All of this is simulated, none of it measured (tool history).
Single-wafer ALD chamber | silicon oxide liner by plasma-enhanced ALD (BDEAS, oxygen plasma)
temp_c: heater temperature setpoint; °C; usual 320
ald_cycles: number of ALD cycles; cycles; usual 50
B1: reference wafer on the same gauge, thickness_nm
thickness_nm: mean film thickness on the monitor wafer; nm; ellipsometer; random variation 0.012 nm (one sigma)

Run 1, day 0: usual settings but temp_c 330 °C, ald_cycles 53 cycles; B1 5.054. Result: thickness_nm 5.02 nm.
Run 2, day 0.967: usual settings but temp_c 330 °C, ald_cycles 53 cycles; B1 5.047. Result: thickness_nm 5.021 nm.
Run 3, day 2.333: usual settings; B1 5.046. Result: thickness_nm 4.771 nm.
Run 4, day 3.783: usual settings; B1 5.045. Result: thickness_nm 4.798 nm.
Run 5, day 4.742: usual settings; B1 5.037. Result: thickness_nm 4.798 nm.
Run 6, day 6.042: usual settings but temp_c 310 °C; B1 5.033. Result: thickness_nm 4.836 nm.
Run 7, day 6.796: usual settings but temp_c 312 °C; B1 5.034. Result: thickness_nm 4.823 nm.
Run 8, day 10.625: usual settings but temp_c 312 °C; B1 5.019. Result: thickness_nm 4.806 nm.
Run 9, day 12.108: usual settings but ald_cycles 45 cycles; B1 5.016. Result: thickness_nm 4.285 nm.
Run 10, day 12.667: usual settings but ald_cycles 45 cycles; B1 5.011. Result: thickness_nm 4.264 nm.
Run 11, day 14.012: usual settings; B1 5.006. Result: thickness_nm 4.764 nm.
Run 12, day 14.688: usual settings but ald_cycles 55 cycles; B1 5.003. Result: thickness_nm 5.242 nm.
At day 15.242: thermocouple changed; heater temperature recalibrated.
Run 13, day 15.262: usual settings but ald_cycles 55 cycles; B1 5.001. Result: thickness_nm 5.244 nm.
Run 14, day 16.246: usual settings but ald_cycles 55 cycles; B1 4.995. Result: thickness_nm 5.229 nm.
Run 15, day 17.317: usual settings but temp_c 331 °C; B1 4.993. Result: thickness_nm 4.679 nm.
Run 16, day 18.079: usual settings but temp_c 331 °C; B1 4.987. Result: thickness_nm 4.671 nm.
Run 17, day 19.504: usual settings but temp_c 331 °C; B1 4.976. Result: thickness_nm 4.668 nm.
Run 18, day 20.446: usual settings but temp_c 330 °C; B1 4.972. Result: thickness_nm 4.679 nm.
Run 19, day 21.4: usual settings; B1 4.966. Result: thickness_nm 4.74 nm.
Run 20, day 22.088: usual settings; B1 4.967. Result: thickness_nm 4.73 nm.
Run 21, day 26.308: usual settings but ald_cycles 57 cycles; B1 4.943. Result: thickness_nm 5.313 nm.
Run 22, day 27.088: usual settings but temp_c 324 °C, ald_cycles 44 cycles; B1 4.929. Result: thickness_nm 4.096 nm.
Run 23, day 28.538: usual settings; B1 4.919. Result: thickness_nm 4.674 nm.
Run 24, day 29.633: usual settings but temp_c 326 °C; B1 4.911. Result: thickness_nm 4.635 nm.
Run 25, day 31.129: usual settings but ald_cycles 44 cycles; B1 4.9. Result: thickness_nm 4.103 nm.
At day 32.267: gauge calibrated.
Run 26, day 32.546: usual settings but temp_c 326 °C, ald_cycles 41 cycles; B1 5.054. Result: thickness_nm 3.903 nm.
Run 27, day 33.204: usual settings; B1 5.057. Result: thickness_nm 4.78 nm.
Run 28, day 34.096: usual settings but temp_c 328 °C, ald_cycles 47 cycles; B1 5.055. Result: thickness_nm 4.454 nm.
Run 29, day 35.408: usual settings but temp_c 312 °C, ald_cycles 56 cycles; B1 5.058. Result: thickness_nm 5.443 nm.
Run 30, day 36.792: usual settings; B1 5.051. Result: thickness_nm 4.784 nm.
Run 31, day 37.662: usual settings; B1 5.05. Result: thickness_nm 4.808 nm.
Run 32, day 38.662: usual settings; B1 5.05. Result: thickness_nm 4.788 nm.
Run 33, day 40.058: usual settings but temp_c 332 °C, ald_cycles 47 cycles; B1 5.047. Result: thickness_nm 4.449 nm.
Run 34, day 41.454: usual settings but temp_c 324 °C, ald_cycles 41 cycles; B1 5.046. Result: thickness_nm 3.917 nm.

5 ways to go on from here, each from the tool as it stands after run 34. What would each give?
Run A, day 41.475: usual settings but ald_cycles 43 cycles; B1 ?. Result: thickness_nm ?.
Run B, day 41.475: usual settings but temp_c 316 °C, ald_cycles 40 cycles; B1 ?. Result: thickness_nm ?.
Run C, day 41.475: usual settings but ald_cycles 46 cycles; B1 ?. Result: thickness_nm ?.
Run D, day 41.475: usual settings but temp_c 324 °C, ald_cycles 54 cycles; B1 ?. Result: thickness_nm ?.
Run E, day 41.475: usual settings but temp_c 328 °C, ald_cycles 55 cycles; B1 ?. Result: thickness_nm ?.

run     B1  thickness_nm
  A  5.044         4.103
  B  5.044         3.836
  C  5.044         4.389
  D  5.044         5.126
  E  5.044         5.195
Without the tool's hidden state the same runs would have given:
run  thickness_nm
  A         4.115
  B         3.847
  C         4.402
  D         5.141
  E         5.209
